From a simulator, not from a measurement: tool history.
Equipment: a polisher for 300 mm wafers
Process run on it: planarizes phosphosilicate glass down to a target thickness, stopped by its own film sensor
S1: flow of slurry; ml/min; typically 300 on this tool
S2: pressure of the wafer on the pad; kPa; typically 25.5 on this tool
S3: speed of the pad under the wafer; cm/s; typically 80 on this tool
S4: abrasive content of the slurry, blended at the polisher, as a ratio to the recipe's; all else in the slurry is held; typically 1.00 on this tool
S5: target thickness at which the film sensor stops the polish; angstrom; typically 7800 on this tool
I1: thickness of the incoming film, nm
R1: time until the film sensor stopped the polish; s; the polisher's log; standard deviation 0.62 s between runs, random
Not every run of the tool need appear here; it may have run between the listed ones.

| run | day | S1 | S2 | S3 | S4 | S5 | I1 | R1 |
|---|---|---|---|---|---|---|---|---|
| 1 | 0.000 | 375 | 25.5 | 80 | 1.00 | 7800 | 1316.5 | 57.4 |
|  | 1.129 | worn pad replaced by a new one |
| 2 | 1.275 | 375 | 25.5 | 80 | 1.00 | 7800 | 1343.1 | 57.9 |
| 3 | 1.783 | 375 | 25.5 | 80 | 1.00 | 7800 | 1339.4 | 57.3 |
| 4 | 2.517 | 300 | 25.5 | 80 | 1.00 | 7800 | 1314.9 | 55.9 |
| 5 | 3.633 | 300 | 25.5 | 80 | 1.00 | 7800 | 1320.7 | 58.7 |
|  | 4.304 | worn pad replaced by a new one |
|  | 4.862 | slurry blender recalibrated |
| 6 | 4.979 | 300 | 25.5 | 80 | 1.00 | 7800 | 1337.6 | 58.4 |
| 7 | 5.696 | 300 | 25.5 | 80 | 1.00 | 7800 | 1316.3 | 56.9 |
| 8 | 6.642 | 300 | 25.5 | 102 | 1.00 | 7800 | 1327.3 | 49.2 |
|  | 7.008 | worn pad replaced by a new one |
|  | 7.267 | slurry nozzle cleaned |
|  | 7.788 | head pressure recalibrated |
| 9 | 8.104 | 400 | 25.5 | 80 | 1.00 | 7800 | 1302.7 | 54.2 |
|  | 9.058 | conditioning disc replaced and pad reconditioned |
| 10 | 9.158 | 400 | 25.5 | 80 | 1.00 | 9210 | 1330.8 | 42.8 |
|  | 10.558 | worn pad replaced by a new one |
| 11 | 10.579 | 300 | 25.5 | 80 | 1.00 | 7800 | 1332.0 | 56.7 |
| 12 | 11.696 | 300 | 20.0 | 106 | 1.20 | 7800 | 1325.5 | 51.5 |
|  | 11.825 | slurry blender recalibrated |
| 13 | 12.979 | 300 | 25.5 | 62 | 1.15 | 7800 | 1325.9 | 67.4 |
|  | 13.871 | worn pad replaced by a new one |
| 14 | 13.892 | 205 | 33.1 | 80 | 0.90 | 8750 | 1355.5 | 43.1 |
| 15 | 14.708 | 240 | 25.5 | 100 | 1.00 | 7800 | 1310.1 | 46.2 |
| 16 | 15.750 | 395 | 23.4 | 80 | 0.85 | 7220 | 1333.4 | 77.4 |

Predict each of these 5 candidate next runs independently; none follows another, all start after run 16:
| A | 15.767 | 300 | 25.5 | 80 | 1.00 | 7800 | 1318.0 | ? |
| B | 15.767 | 255 | 25.5 | 80 | 1.25 | 7800 | 1318.0 | ? |
| C | 15.767 | 245 | 22.8 | 80 | 0.75 | 9270 | 1318.0 | ? |
| D | 15.767 | 300 | 32.4 | 102 | 0.75 | 7800 | 1318.0 | ? |
| E | 15.767 | 215 | 20.0 | 80 | 1.25 | 9520 | 1318.0 | ? |

| run | R1 |
|---|---|
| A | 56.3 |
| B | 50.6 |
| C | 55.4 |
| D | 44.9 |
| E | 43.4 |
Without the tool's hidden state the same runs would have given:
| run | R1 |
|---|---|
| A | 55.1 |
| B | 49.6 |
| C | 54.2 |
| D | 43.9 |
| E | 42.5 |

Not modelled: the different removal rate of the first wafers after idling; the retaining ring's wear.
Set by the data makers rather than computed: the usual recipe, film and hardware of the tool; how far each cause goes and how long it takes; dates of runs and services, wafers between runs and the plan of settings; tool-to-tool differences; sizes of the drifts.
